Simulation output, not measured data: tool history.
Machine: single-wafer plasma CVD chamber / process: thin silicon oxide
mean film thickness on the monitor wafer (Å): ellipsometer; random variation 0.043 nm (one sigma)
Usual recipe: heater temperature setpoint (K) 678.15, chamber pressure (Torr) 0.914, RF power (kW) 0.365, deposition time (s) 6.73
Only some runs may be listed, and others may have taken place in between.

run,hour,heater temperature setpoint (K),chamber pressure (Torr),RF power (kW),deposition time (s),wafers since the last listed run,hours since the last thermocouple change,hours since the last RF generator calibration,hours since the last manometer calibration,hours since the showerhead was replaced,hours since the gauge calibration,"read-back reference wafer on the same gauge, thickness_nm",mean film thickness on the monitor wafer (Å)
1,0.0,678.15,0.914,0.365,6.73,0,1735.7,2638.1,2135.3,6030.4,60.6,16.600,156.26
2,7.3,678.15,0.914,0.365,6.73,238,1743.0,2645.4,2142.6,6037.7,67.9,16.604,156.73
3,23.9,687.15,0.914,0.365,6.73,542,1759.6,2662.0,2159.2,6054.3,84.5,16.603,155.48
4,31.7,672.15,0.914,0.365,6.73,254,1767.4,2669.8,2167.0,6062.1,92.3,16.587,157.55
5,38.6,672.15,0.914,0.365,6.73,225,1774.3,2676.7,2173.9,6069.0,99.2,16.608,156.79
6,55.0,669.15,0.914,0.365,6.73,535,1790.7,2693.1,2190.3,6085.4,115.6,16.593,157.16
# hour 66.3: RF generator calibrated
7,70.5,669.15,0.914,0.365,6.73,244,1806.2,4.2,2205.8,6100.9,131.1,16.601,157.37
8,78.9,667.15,0.914,0.365,7.17,274,1814.6,12.6,2214.2,6109.3,139.5,16.604,168.20
9,89.1,678.15,0.767,0.365,6.73,333,1824.8,22.8,2224.4,6119.5,149.7,16.584,129.90
# hour 108.0: capacitance manometer re-zeroed and calibrated
10,108.5,678.15,0.914,0.305,6.73,372,1844.2,42.2,0.5,6138.9,169.1,16.600,144.60
# hour 120.5: gauge calibrated
11,121.6,672.15,0.914,0.365,6.73,427,1857.3,55.3,13.6,6152.0,1.1,16.601,157.12
# hour 131.3: showerhead replaced
# hour 133.7: thermocouple changed; heater temperature recalibrated
12,135.5,678.15,1.118,0.365,6.00,113,1.8,69.2,27.5,4.2,15.0,16.596,164.38
13,146.6,678.15,0.693,0.420,5.88,362,12.9,80.3,38.6,15.3,26.1,16.609,105.52
14,164.1,678.15,0.914,0.365,5.79,571,30.4,97.8,56.1,32.8,43.6,16.596,134.96
15,176.8,678.15,0.914,0.345,6.73,414,43.1,110.5,68.8,45.5,56.3,16.603,153.14

Alternative continuations, all from the tool just after run 15; predict every row:
A,177.2,678.15,0.914,0.365,6.73,13,43.5,110.9,69.2,45.9,56.7,?,?
B,177.2,666.15,0.914,0.365,6.73,13,43.5,110.9,69.2,45.9,56.7,?,?
C,177.2,670.15,1.109,0.415,5.75,13,43.5,110.9,69.2,45.9,56.7,?,?
D,177.2,678.15,0.702,0.365,6.73,13,43.5,110.9,69.2,45.9,56.7,?,?

run,"read-back reference wafer on the same gauge, thickness_nm",mean film thickness on the monitor wafer (Å)
A,16.606,155.89
B,16.606,157.21
C,16.606,164.84
D,16.606,116.29
What these runs would have given with no unlogged condition in the tool:
run,mean film thickness on the monitor wafer (Å)
A,155.89
B,157.21
C,164.84
D,116.29
